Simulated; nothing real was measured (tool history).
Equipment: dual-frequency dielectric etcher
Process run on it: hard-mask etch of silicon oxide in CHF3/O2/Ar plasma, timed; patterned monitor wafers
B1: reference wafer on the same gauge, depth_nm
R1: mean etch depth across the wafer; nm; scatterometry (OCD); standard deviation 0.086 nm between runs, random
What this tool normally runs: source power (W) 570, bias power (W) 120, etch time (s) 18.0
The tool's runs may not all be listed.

Run 1, hour 0.0: usual settings but source power (W) 520, bias power (W) 129; B1 34.42. Result: R1 31.13 nm.
Run 2, hour 25.4: usual settings but bias power (W) 109, etch time (s) 15.5; B1 34.40. Result: R1 26.89 nm.
Run 3, hour 47.1: usual settings but bias power (W) 109, etch time (s) 15.5; B1 34.39. Result: R1 26.75 nm.
Run 4, hour 62.0: usual settings; B1 34.41. Result: R1 31.85 nm.
Run 5, hour 78.1: usual settings; B1 34.38. Result: R1 31.75 nm.
Run 6, hour 108.6: usual settings; B1 34.40. Result: R1 31.85 nm.
Run 7, hour 140.9: usual settings; B1 34.40. Result: R1 31.66 nm.
Run 8, hour 157.4: usual settings but source power (W) 630; B1 34.42. Result: R1 33.17 nm.
At hour 203.4: wet clean of the chamber.
Run 9, hour 203.9: usual settings but source power (W) 630; B1 34.41. Result: R1 34.39 nm.
Run 10, hour 225.8: usual settings but source power (W) 520; B1 34.40. Result: R1 31.35 nm.
At hour 244.1: source power generator calibrated.
Run 11, hour 261.7: usual settings but source power (W) 520; B1 34.39. Result: R1 31.34 nm.
Run 12, hour 295.5: usual settings; B1 34.40. Result: R1 32.47 nm.
At hour 305.7: gauge calibrated.
Run 13, hour 309.7: usual settings; B1 34.39. Result: R1 32.57 nm.
At hour 356.1: upper electrode replaced.
Run 14, hour 356.6: usual settings but bias power (W) 130; B1 34.40. Result: R1 33.38 nm.
Run 15, hour 362.6: usual settings but source power (W) 660, bias power (W) 141; B1 34.42. Result: R1 36.22 nm.
Run 16, hour 381.6: usual settings but source power (W) 520, etch time (s) 14.5; B1 34.38. Result: R1 25.07 nm.
Run 17, hour 411.2: usual settings; B1 34.40. Result: R1 32.30 nm.
Run 18, hour 438.4: usual settings but source power (W) 690, bias power (W) 102; B1 34.42. Result: R1 33.79 nm.
At hour 452.2: bias power generator calibrated.
Run 19, hour 466.2: usual settings but bias power (W) 110; B1 34.40. Result: R1 31.62 nm.
Run 20, hour 482.2: usual settings; B1 34.38. Result: R1 32.39 nm.
Run 21, hour 512.0: usual settings but source power (W) 450, bias power (W) 136, etch time (s) 23.0; B1 34.39. Result: R1 38.02 nm.
Run 22, hour 548.0: usual settings but bias power (W) 111, etch time (s) 22.5; B1 34.40. Result: R1 39.47 nm.
Run 23, hour 578.4: usual settings but source power (W) 490, bias power (W) 129, etch time (s) 19.5; B1 34.39. Result: R1 32.96 nm.

Each row is a separate what-if for the run after 23, all from the same tool condition, not one after another. Results?
Run A, hour 578.8: usual settings; B1 ?. Result: R1 ?.
Run B, hour 578.8: usual settings but source power (W) 660, bias power (W) 149; B1 ?. Result: R1 ?.
Run C, hour 578.8: usual settings but bias power (W) 138; B1 ?. Result: R1 ?.

run     B1     R1
  A  34.41  32.03
  B  34.41  36.37
  C  34.41  33.29
With the hidden condition removed and each run's random variation left untouched, the same runs would have given:
run     R1
  A  32.66
  B  37.09
  C  33.95
